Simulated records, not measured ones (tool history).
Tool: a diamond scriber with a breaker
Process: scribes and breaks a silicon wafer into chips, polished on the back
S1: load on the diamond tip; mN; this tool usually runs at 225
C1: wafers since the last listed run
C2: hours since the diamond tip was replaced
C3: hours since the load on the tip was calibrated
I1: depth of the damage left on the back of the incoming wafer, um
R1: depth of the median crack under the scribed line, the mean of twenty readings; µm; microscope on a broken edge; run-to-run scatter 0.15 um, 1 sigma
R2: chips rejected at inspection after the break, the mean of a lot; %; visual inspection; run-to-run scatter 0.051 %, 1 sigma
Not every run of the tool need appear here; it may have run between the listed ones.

run     day   S1   C1      C2      C3    I1     R1     R2
  1       0  225    0   864.2  1028.1  0.03  13.54   1.97
  2   2.675  225  171   928.4  1092.3  0.04  13.33   1.85
  3   3.604  225   59   950.7  1114.6  0.04  13.75   1.87
  4    5.05  225   92   985.4  1149.3  0.05  13.58   1.78
  5   6.396  225   86  1017.7  1181.6  0.02  13.67   1.79
  6     7.6  225   77  1046.6  1210.5  0.04  13.45    1.8
      7.833  -- diamond tip replaced by a new one
  7     8.9  225   78    25.6  1241.7  0.05  15.18   2.25
  8  10.192  255   82    56.6  1272.7  0.04  16.53   5.33
  9  11.667  268   94      92  1308.1  0.01  17.02   6.89
     11.912  -- load on the tip recalibrated
 10  12.354  268   38   108.5    10.6  0.04  15.16   1.78
 11  13.854  161   96   144.5    46.6  0.03  10.08  16.83
 12  15.262  177   90   178.3    80.4  0.05  10.97  11.94
 13  16.112  195   54   198.7   100.8  0.04  11.86   7.82
 14  17.246  225   72   225.9     128  0.01  13.06   2.62
 15  18.704  225   93   260.9     163  0.02     13    3.1
 16  20.083  283   88     294   196.1  0.04  15.17   1.94
 17  20.929  162   54   314.3   216.4  0.04   9.85  20.53
 18    21.6  170   43   330.4   232.5  0.02  10.16  16.56
 19  22.238  263   40   345.7   247.8  0.02  14.48   1.29
 20  23.329  225   70   371.9     274  0.01   12.9   3.68

What if the next run were any one of these 3? Each begins from the tool's condition after run 20:
  A  23.358  198   1  372.6  274.7  0.01   ?   ?
  B  23.358  191   1  372.6  274.7  0.01   ?   ?
  C  23.358  244   1  372.6  274.7  0.01   ?   ?

run     R1     R2
  A  11.55   8.55
  B  11.22  10.44
  C  13.57   1.84
The same runs, with their run-to-run variation unchanged, on a tool lacking any hidden condition would have given:
run     R1    R2
  A  13.03  2.83
  B  12.66  3.81
  C  15.31   1.9
